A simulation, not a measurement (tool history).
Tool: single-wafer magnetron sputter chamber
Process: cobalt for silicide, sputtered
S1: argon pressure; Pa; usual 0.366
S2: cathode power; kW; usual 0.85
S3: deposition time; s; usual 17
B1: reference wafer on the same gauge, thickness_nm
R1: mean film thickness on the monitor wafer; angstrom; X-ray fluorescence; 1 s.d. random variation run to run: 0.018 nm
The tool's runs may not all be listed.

Run 1, hour 0: usual settings; B1 7.28. Result: R1 77.69 angstrom.
Run 2, hour 25.8: usual settings; B1 7.274. Result: R1 77.44 angstrom.
Run 3, hour 48.4: usual settings; B1 7.283. Result: R1 77.49 angstrom.
Run 4, hour 65.1: usual settings; B1 7.282. Result: R1 77.7 angstrom.
Run 5, hour 97.7: usual settings; B1 7.277. Result: R1 77.37 angstrom.
Run 6, hour 127.1: usual settings; B1 7.278. Result: R1 77.3 angstrom.
Run 7, hour 159.3: usual settings; B1 7.277. Result: R1 77.15 angstrom.
Run 8, hour 182.4: usual settings; B1 7.28. Result: R1 77.5 angstrom.
At hour 205.3: sputter target and shields replaced.
Run 9, hour 213.4: usual settings; B1 7.28. Result: R1 77.32 angstrom.
Run 10, hour 232.9: usual settings; B1 7.281. Result: R1 77.39 angstrom.
Run 11, hour 264.5: usual settings; B1 7.276. Result: R1 77.73 angstrom.
Run 12, hour 354.7: usual settings; B1 7.281. Result: R1 77.63 angstrom.
Run 13, hour 390.4: usual settings but S2 0.95 kW; B1 7.28. Result: R1 84.81 angstrom.
At hour 398.6: sputter target and shields replaced.
Run 14, hour 416: usual settings; B1 7.282. Result: R1 77.27 angstrom.
At hour 444.6: capacitance manometer re-zeroed and calibrated.
Run 15, hour 449.9: usual settings; B1 7.277. Result: R1 77.3 angstrom.
Run 16, hour 464.4: usual settings but S2 1 kW; B1 7.282. Result: R1 88.25 angstrom.
Run 17, hour 485: usual settings but S3 14 s; B1 7.271. Result: R1 63.96 angstrom.
At hour 534.6: magnet pack replaced.
Run 18, hour 535.1: usual settings but S1 0.441 Pa, S2 0.7 kW; B1 7.277. Result: R1 65.27 angstrom.
At hour 554.7: gauge calibrated.
Run 19, hour 556.6: usual settings; B1 7.284. Result: R1 77.73 angstrom.
Run 20, hour 576.1: usual settings but S3 17.9 s; B1 7.285. Result: R1 81.76 angstrom.
At hour 597.9: sputter target and shields replaced.
Run 21, hour 610.6: usual settings; B1 7.281. Result: R1 77.51 angstrom.
Run 22, hour 629.6: usual settings; B1 7.277. Result: R1 77.5 angstrom.
Run 23, hour 650.6: usual settings; B1 7.272. Result: R1 77.78 angstrom.
Run 24, hour 683.6: usual settings but S1 0.436 Pa, S2 0.95 kW, S3 14.5 s; B1 7.286. Result: R1 70.99 angstrom.
Run 25, hour 780.4: usual settings but S1 0.427 Pa, S2 0.95 kW, S3 20 s; B1 7.286. Result: R1 98.19 angstrom.
Run 26, hour 798.4: usual settings; B1 7.277. Result: R1 77.27 angstrom.
At hour 816.8: sputter target and shields replaced.
Run 27, hour 825.3: usual settings but S2 1 kW, S3 15.8 s; B1 7.283. Result: R1 82.2 angstrom.
Run 28, hour 858.9: usual settings; B1 7.284. Result: R1 77.53 angstrom.
Run 29, hour 893.2: usual settings but S2 0.65 kW, S3 15.6 s; B1 7.28. Result: R1 57.92 angstrom.
Run 30, hour 926.5: usual settings but S1 0.243 Pa, S3 15.6 s; B1 7.274. Result: R1 73.1 angstrom.
Run 31, hour 960.8: usual settings; B1 7.287. Result: R1 77.59 angstrom.
Run 32, hour 972.8: usual settings but S2 0.75 kW, S3 14.1 s; B1 7.286. Result: R1 58.48 angstrom.
Run 33, hour 996.5: usual settings but S1 0.477 Pa, S2 0.9 kW; B1 7.277. Result: R1 79.16 angstrom.
At hour 1007: sputter target and shields replaced.
Run 34, hour 1011.6: usual settings but S1 0.243 Pa, S3 15.6 s; B1 7.279. Result: R1 73.22 angstrom.
Run 35, hour 1023.9: usual settings but S1 0.461 Pa; B1 7.277. Result: R1 76.06 angstrom.

4 options for the next run, each taken on its own from the tool as it stands now. Forecast them:
Run A, hour 1024.3: usual settings but S3 15.4 s; B1 ?. Result: R1 ?.
Run B, hour 1024.3: usual settings but S1 0.417 Pa, S2 0.95 kW, S3 19.6 s; B1 ?. Result: R1 ?.
Run C, hour 1024.3: usual settings but S1 0.42 Pa, S2 0.65 kW, S3 18 s; B1 ?. Result: R1 ?.
Run D, hour 1024.3: usual settings but S2 0.95 kW, S3 15.1 s; B1 ?. Result: R1 ?.

run     B1     R1
  A  7.282  70.47
  B  7.282  96.96
  C  7.282  66.08
  D  7.282  75.59
Stripped of hidden state, with their random variation kept, the same runs would have yielded:
run     R1
  A  70.47
  B  96.96
  C  66.08
  D  75.59

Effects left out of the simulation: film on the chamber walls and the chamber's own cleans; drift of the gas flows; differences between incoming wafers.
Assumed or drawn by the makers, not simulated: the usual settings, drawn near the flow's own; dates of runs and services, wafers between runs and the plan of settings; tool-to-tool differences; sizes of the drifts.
